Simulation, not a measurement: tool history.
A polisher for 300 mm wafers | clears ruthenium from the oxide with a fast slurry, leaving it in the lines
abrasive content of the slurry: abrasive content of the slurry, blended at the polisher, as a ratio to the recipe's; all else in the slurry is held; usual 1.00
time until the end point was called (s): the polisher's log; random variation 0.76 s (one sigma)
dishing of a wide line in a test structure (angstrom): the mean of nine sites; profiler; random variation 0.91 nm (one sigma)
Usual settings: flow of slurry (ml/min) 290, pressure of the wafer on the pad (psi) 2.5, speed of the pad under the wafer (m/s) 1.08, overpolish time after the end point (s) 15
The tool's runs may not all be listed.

run   hour  flow of slurry (ml/min)  pressure of the wafer on the pad (psi)  speed of the pad under the wafer (m/s)  abrasive content of the slurry  overpolish time after the end point (s)  wafers since the last listed run  wafers polished on this pad  hours since the slurry nozzle was cleaned  hours since the head pressure was calibrated  hours since the slurry blender was calibrated  incoming thickness of the incoming film, nm  time until the end point was called (s)  dishing of a wide line in a test structure (angstrom)
  1    0.0                      290                                     2.5                                    1.08                            1.00                                       15                                 0                         1034                                      149.3                                         314.1                                          324.8                                        198.9                                     60.0                                                    355
  2   10.4                      290                                     2.5                                    1.08                            1.00                                       15                               144                         1178                                      159.7                                         324.5                                          335.2                                        197.2                                     58.9                                                    376
  3   17.9                      290                                     2.5                                    1.08                            1.00                                       15                               103                         1282                                      167.2                                         332.0                                          342.7                                        196.3                                     61.1                                                    367
  4   25.2                      290                                     2.5                                    1.08                            1.00                                       15                               101                         1383                                      174.5                                         339.3                                          350.0                                        202.6                                     60.8                                                    377
      35.0  -- worn pad replaced by a new one
  5   38.5                      290                                     2.5                                    1.08                            1.00                                       15                               128                           48                                      187.8                                         352.6                                          363.3                                        200.2                                     61.0                                                    360
  6   50.2                      290                                     2.5                                    1.08                            1.00                                       20                               162                          210                                      199.5                                         364.3                                          375.0                                        199.9                                     61.1                                                    440
  7   57.4                      290                                     2.5                                    1.08                            1.00                                       20                                99                          310                                      206.7                                         371.5                                          382.2                                        198.7                                     61.0                                                    442
  8   67.5                      290                                     2.5                                    1.08                            1.00                                       20                               139                          450                                      216.8                                         381.6                                          392.3                                        200.5                                     61.5                                                    441
  9   84.9                      290                                     2.5                                    1.08                            1.00                                       15                               241                          691                                      234.2                                         399.0                                          409.7                                        199.7                                     58.4                                                    358
      87.8  -- slurry nozzle cleaned
 10   93.7                      290                                     2.5                                    1.08                            1.00                                       15                               108                          799                                        5.9                                         407.8                                          418.5                                        198.3                                     61.0                                                    350
     118.8  -- slurry blender recalibrated
 11  126.6                      290                                     2.5                                    1.08                            1.00                                       19                               428                         1227                                       38.8                                         440.7                                            7.8                                        199.0                                     46.9                                                    506
     133.1  -- worn pad replaced by a new one
 12  133.8                      290                                     3.0                                    1.08                            1.00                                       15                                44                            9                                       46.0                                         447.9                                           15.0                                        200.6                                     42.6                                                    473
 13  141.9                      290                                     2.5                                    0.94                            1.00                                       20                               112                          121                                       54.1                                         456.0                                           23.1                                        199.6                                     54.0                                                    480
 14  151.5                      290                                     2.5                                    1.08                            1.00                                       15                               133                          254                                       63.7                                         465.6                                           32.7                                        198.8                                     47.4                                                    450
 15  168.8                      290                                     2.5                                    1.08                            1.10                                       15                               239                          494                                       81.0                                         482.9                                           50.0                                        197.7                                     46.4                                                    454
 16  184.8                      290                                     1.8                                    1.08                            1.00                                        9                               221                          715                                       97.0                                         498.9                                           66.0                                        198.3                                     60.0                                                    237
     192.0  -- head pressure recalibrated
 17  194.6                      290                                     2.5                                    1.08                            1.00                                       19                               108                          824                                      106.8                                           2.6                                           75.8                                        202.1                                     52.4                                                    486
 18  203.9                      290                                     2.5                                    1.08                            1.00                                       11                               128                          952                                      116.1                                          11.9                                           85.1                                        200.7                                     49.9                                                    326
 19  212.3                      230                                     2.5                                    1.40                            1.25                                        7                               116                         1069                                      124.5                                          20.3                                           93.5                                        200.6                                     36.5                                                    301
     222.6  -- worn pad replaced by a new one
 20  227.0                      290                                     2.5                                    1.08                            1.00                                       15                               148                           60                                      139.2                                          35.0                                          108.2                                        197.0                                     51.7                                                    424
 21  240.3                      245                                     2.5                                    1.36                            0.75                                        7                               184                          245                                      152.5                                          48.3                                          121.5                                        198.1                                     54.2                                                    214
 22  250.9                      290                                     2.5                                    1.08                            1.00                                       15                               146                          391                                      163.1                                          58.9                                          132.1                                        203.4                                     55.1                                                    390
 23  257.7                      290                                     2.5                                    1.08                            1.00                                       15                                94                          486                                      169.9                                          65.7                                          138.9                                        197.8                                     54.2                                                    383
 24  268.2                      210                                     3.2                                    1.08                            1.25                                       18                               145                          631                                      180.4                                          76.2                                          149.4                                        199.8                                     42.2                                                    531

How the hidden state differs across the entries between the runs, from the last listed run before each to the first after it:
Between runs 4 and 5: worn pad replaced by a new one (hour 35.0)
  abrasive missing from the slurry, %: 31.1 -> 31.3
  measured less the result without the state, time until the end point was called (s): +14.3 -> +14.5; dishing of a wide line in a test structure (angstrom): -81 -> -78
Between runs 9 and 10: slurry nozzle cleaned (hour 87.8)
  abrasive missing from the slurry, %: 32 -> 32.1
  measured less the result without the state, time until the end point was called (s): +14.3 -> +15.0; dishing of a wide line in a test structure (angstrom): -80 -> -79
Between runs 10 and 11: slurry blender recalibrated (hour 118.8)
  abrasive missing from the slurry, %: 32.1 -> 2.67
  measured less the result without the state, time until the end point was called (s): +15.0 -> +0.8; dishing of a wide line in a test structure (angstrom): -79 -> -5
Between runs 11 and 12: worn pad replaced by a new one (hour 133.1)
  abrasive missing from the slurry, %: 2.67 -> 4.21
  measured less the result without the state, time until the end point was called (s): +0.8 -> +1.1; dishing of a wide line in a test structure (angstrom): -5 -> -8
Between runs 16 and 17: head pressure recalibrated (hour 192.0)
  abrasive missing from the slurry, %: 13.1 -> 14.5
  measured less the result without the state, time until the end point was called (s): +5.1 -> +5.0; dishing of a wide line in a test structure (angstrom): -18 -> -31
Between runs 19 and 20: worn pad replaced by a new one (hour 222.6)
  abrasive missing from the slurry, %: 16.7 -> 18.4
  measured less the result without the state, time until the end point was called (s): +3.6 -> +6.5; dishing of a wide line in a test structure (angstrom): -25 -> -42

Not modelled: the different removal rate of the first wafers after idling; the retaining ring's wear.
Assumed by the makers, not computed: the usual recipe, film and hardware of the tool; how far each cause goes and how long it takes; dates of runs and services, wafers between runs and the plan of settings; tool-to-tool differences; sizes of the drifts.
